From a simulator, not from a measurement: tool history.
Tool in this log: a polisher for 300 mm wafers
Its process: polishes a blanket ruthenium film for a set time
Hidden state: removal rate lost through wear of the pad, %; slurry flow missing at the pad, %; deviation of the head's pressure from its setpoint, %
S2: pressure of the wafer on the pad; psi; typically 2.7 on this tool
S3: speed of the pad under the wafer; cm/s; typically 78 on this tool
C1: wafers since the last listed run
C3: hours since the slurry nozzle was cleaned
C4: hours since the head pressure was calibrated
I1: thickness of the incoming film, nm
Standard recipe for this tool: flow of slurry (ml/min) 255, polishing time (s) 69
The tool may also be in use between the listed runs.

run 1 hour=0.0 | flow_of_slurry_(ml/min)=255 S2=2.7 S3=78 polishing_time_(s)=69 | C1=0 wafers_polished_on_this_pad=631 C3=364.0 C4=945.3 | I1=315.6 | film_removed_(nm)=93.5
run 2 hour=16.3 | flow_of_slurry_(ml/min)=255 S2=2.7 S3=78 polishing_time_(s)=69 | C1=191 wafers_polished_on_this_pad=823 C3=380.3 C4=961.6 | I1=313.8 | film_removed_(nm)=92.0
run 3 hour=25.6 | flow_of_slurry_(ml/min)=255 S2=2.2 S3=72 polishing_time_(s)=69 | C1=109 wafers_polished_on_this_pad=932 C3=389.6 C4=970.9 | I1=309.6 | film_removed_(nm)=70.0
run 4 hour=41.0 | flow_of_slurry_(ml/min)=255 S2=2.2 S3=72 polishing_time_(s)=69 | C1=180 wafers_polished_on_this_pad=1113 C3=405.0 C4=986.3 | I1=309.3 | film_removed_(nm)=67.8
-- hour=49.1 worn pad replaced by a new one
run 5 hour=49.6 | flow_of_slurry_(ml/min)=280 S2=2.7 S3=78 polishing_time_(s)=69 | C1=53 wafers_polished_on_this_pad=6 C3=413.6 C4=994.9 | I1=307.6 | film_removed_(nm)=86.5
run 6 hour=56.6 | flow_of_slurry_(ml/min)=280 S2=2.7 S3=78 polishing_time_(s)=69 | C1=82 wafers_polished_on_this_pad=88 C3=420.6 C4=1001.9 | I1=314.0 | film_removed_(nm)=85.5
run 7 hour=67.7 | flow_of_slurry_(ml/min)=195 S2=2.7 S3=78 polishing_time_(s)=69 | C1=130 wafers_polished_on_this_pad=218 C3=431.7 C4=1013.0 | I1=307.5 | film_removed_(nm)=81.0
-- hour=72.5 slurry nozzle cleaned
run 8 hour=73.8 | flow_of_slurry_(ml/min)=185 S2=2.7 S3=100 polishing_time_(s)=55 | C1=59 wafers_polished_on_this_pad=278 C3=1.3 C4=1019.1 | I1=309.9 | film_removed_(nm)=83.2
-- hour=83.6 worn pad replaced by a new one, repeated, since the last time left the tool worse
run 9 hour=89.0 | flow_of_slurry_(ml/min)=320 S2=2.3 S3=78 polishing_time_(s)=55 | C1=131 wafers_polished_on_this_pad=63 C3=16.5 C4=1034.3 | I1=309.5 | film_removed_(nm)=66.8
run 10 hour=103.1 | flow_of_slurry_(ml/min)=340 S2=3.1 S3=98 polishing_time_(s)=77 | C1=165 wafers_polished_on_this_pad=229 C3=30.6 C4=1048.4 | I1=306.8 | film_removed_(nm)=157.3
run 11 hour=115.1 | flow_of_slurry_(ml/min)=325 S2=3.6 S3=100 polishing_time_(s)=80 | C1=140 wafers_polished_on_this_pad=370 C3=42.6 C4=1060.4 | I1=309.8 | film_removed_(nm)=189.6
-- hour=120.5 head pressure recalibrated
run 12 hour=126.0 | flow_of_slurry_(ml/min)=255 S2=2.7 S3=78 polishing_time_(s)=69 | C1=104 wafers_polished_on_this_pad=474 C3=53.5 C4=5.5 | I1=310.0 | film_removed_(nm)=95.0
run 13 hour=135.4 | flow_of_slurry_(ml/min)=290 S2=2.7 S3=78 polishing_time_(s)=69 | C1=110 wafers_polished_on_this_pad=584 C3=62.9 C4=14.9 | I1=303.5 | film_removed_(nm)=94.5
run 14 hour=150.9 | flow_of_slurry_(ml/min)=320 S2=2.3 S3=78 polishing_time_(s)=55 | C1=181 wafers_polished_on_this_pad=766 C3=78.4 C4=30.4 | I1=307.2 | film_removed_(nm)=64.3
run 15 hour=161.2 | flow_of_slurry_(ml/min)=210 S2=2.7 S3=78 polishing_time_(s)=47 | C1=120 wafers_polished_on_this_pad=887 C3=88.7 C4=40.7 | I1=310.5 | film_removed_(nm)=60.7

Predict each of these 3 candidate next runs independently; none follows another, all start after run 15:
run A hour=161.7 | flow_of_slurry_(ml/min)=255 S2=2.7 S3=78 polishing_time_(s)=91 | C1=5 wafers_polished_on_this_pad=893 C3=89.2 C4=41.2 | I1=310.4 | film_removed_(nm)=?
run B hour=161.7 | flow_of_slurry_(ml/min)=255 S2=3.0 S3=78 polishing_time_(s)=69 | C1=5 wafers_polished_on_this_pad=893 C3=89.2 C4=41.2 | I1=310.4 | film_removed_(nm)=?
run C hour=161.7 | flow_of_slurry_(ml/min)=255 S2=2.7 S3=78 polishing_time_(s)=82 | C1=5 wafers_polished_on_this_pad=893 C3=89.2 C4=41.2 | I1=310.4 | film_removed_(nm)=?

run=A film_removed_(nm)=119.3
run=B film_removed_(nm)=100.5
run=C film_removed_(nm)=107.5
Had the tool no hidden state, the same runs would have come out as:
run=A film_removed_(nm)=125.2
run=B film_removed_(nm)=105.5
run=C film_removed_(nm)=112.8
